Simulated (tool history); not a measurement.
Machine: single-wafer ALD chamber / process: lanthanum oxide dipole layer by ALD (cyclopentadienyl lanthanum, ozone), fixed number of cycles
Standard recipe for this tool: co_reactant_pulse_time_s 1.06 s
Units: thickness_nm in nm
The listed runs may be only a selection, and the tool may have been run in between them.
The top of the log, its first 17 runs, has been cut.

run	hour	co_reactant_pulse_time_s	read-back reference wafer on the same gauge, thickness_nm	thickness_nm
18	1010.9	0.79	0.519	0.432
# hour 1076.5: gauge calibrated
19	1078.1	1.18	0.519	0.522
20	1131.5	0.91	0.52	0.464
# hour 1167.7: showerhead replaced
21	1168.2	1.06	0.519	0.506
22	1200.7	1.45	0.519	0.556
# hour 1243: ozone generator serviced
23	1265.2	0.84	0.519	0.485
24	1321.1	1.34	0.519	0.563
25	1356.3	1.29	0.519	0.561
26	1387	1.06	0.52	0.526
27	1413.2	1.06	0.52	0.518
28	1443.6	1.06	0.519	0.518
29	1521.3	1.43	0.518	0.565
30	1581.5	0.9	0.52	0.476
31	1617.7	0.64	0.518	0.38
32	1740.1	1.23	0.518	0.538
33	1811.5	1.41	0.519	0.559

3 options for the next run, each taken on its own from the tool as it stands now. Forecast them:
A	1811.9	1.06	?	?
B	1811.9	1.21	?	?
C	1811.9	1.19	?	?

run	read-back reference wafer on the same gauge, thickness_nm	thickness_nm
A	0.518	0.508
B	0.518	0.534
C	0.518	0.531
Without the tool's hidden state the same runs would have given:
run	thickness_nm
A	0.537
B	0.559
C	0.557
